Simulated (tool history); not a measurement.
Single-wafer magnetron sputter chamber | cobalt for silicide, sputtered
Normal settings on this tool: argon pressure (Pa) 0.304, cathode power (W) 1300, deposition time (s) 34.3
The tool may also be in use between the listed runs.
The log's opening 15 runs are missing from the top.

| run | day | argon pressure (Pa) | cathode power (W) | deposition time (s) | read-back reference wafer on the same gauge, thickness_nm | mean film thickness on the monitor wafer (Å) |
|---|---|---|---|---|---|---|
| 16 | 6.738 | 0.304 | 1450 | 34.3 | 24.6 | 259.24 |
| 17 | 7.088 | 0.304 | 1300 | 34.3 | 24.597 | 231.66 |
| 18 | 7.838 | 0.41 | 1550 | 40.4 | 24.61 | 320.7 |
| 19 | 8.262 | 0.396 | 1550 | 39 | 24.608 | 307.35 |
|  | 10.279 | capacitance manometer re-zeroed and calibrated |
| 20 | 10.3 | 0.271 | 1300 | 38.2 | 24.6 | 261.35 |
|  | 10.738 | magnet pack replaced |
| 21 | 10.758 | 0.304 | 1050 | 34.3 | 24.598 | 187.98 |
| 22 | 11.021 | 0.417 | 1600 | 34.3 | 24.61 | 279.42 |
| 23 | 11.371 | 0.304 | 1300 | 34.3 | 24.604 | 232.44 |
|  | 12.167 | sputter target and shields replaced |
| 24 | 12.188 | 0.227 | 1500 | 30.9 | 24.608 | 245.96 |
| 25 | 12.296 | 0.26 | 1300 | 34.3 | 24.602 | 234.43 |
|  | 12.396 | gauge calibrated |
| 26 | 12.717 | 0.404 | 1300 | 34.3 | 24.599 | 228.2 |
| 27 | 13.292 | 0.304 | 1300 | 34.3 | 24.584 | 232.48 |
| 28 | 13.738 | 0.416 | 1300 | 38.4 | 24.6 | 252.74 |
| 29 | 14.429 | 0.406 | 1150 | 32.4 | 24.608 | 189.69 |
| 30 | 15.121 | 0.343 | 1200 | 34.3 | 24.605 | 212.38 |
| 31 | 15.562 | 0.356 | 1050 | 37.3 | 24.592 | 202.43 |
| 32 | 16.071 | 0.304 | 1300 | 32.1 | 24.589 | 217.41 |
| 33 | 16.408 | 0.233 | 1500 | 39.2 | 24.594 | 311.38 |
| 34 | 16.667 | 0.304 | 1300 | 37.3 | 24.594 | 253.77 |
| 35 | 17.296 | 0.304 | 1300 | 34.3 | 24.609 | 232.53 |
| 36 | 18.979 | 0.304 | 1200 | 34.3 | 24.593 | 214.66 |

Consider 3 possible next runs. They are alternatives, not a sequence: every one starts from the tool as it was left by run 36. What does each give?
| A | 18.996 | 0.22 | 1300 | 34.3 | ? | ? |
| B | 18.996 | 0.424 | 1600 | 32.2 | ? | ? |
| C | 18.996 | 0.193 | 1100 | 38.2 | ? | ? |

| run | read-back reference wafer on the same gauge, thickness_nm | mean film thickness on the monitor wafer (Å) |
|---|---|---|
| A | 24.601 | 235.63 |
| B | 24.601 | 260.72 |
| C | 24.601 | 223.34 |
Without the tool's unlogged condition, the same runs would have read:
| run | mean film thickness on the monitor wafer (Å) |
|---|---|
| A | 235.63 |
| B | 260.72 |
| C | 223.34 |

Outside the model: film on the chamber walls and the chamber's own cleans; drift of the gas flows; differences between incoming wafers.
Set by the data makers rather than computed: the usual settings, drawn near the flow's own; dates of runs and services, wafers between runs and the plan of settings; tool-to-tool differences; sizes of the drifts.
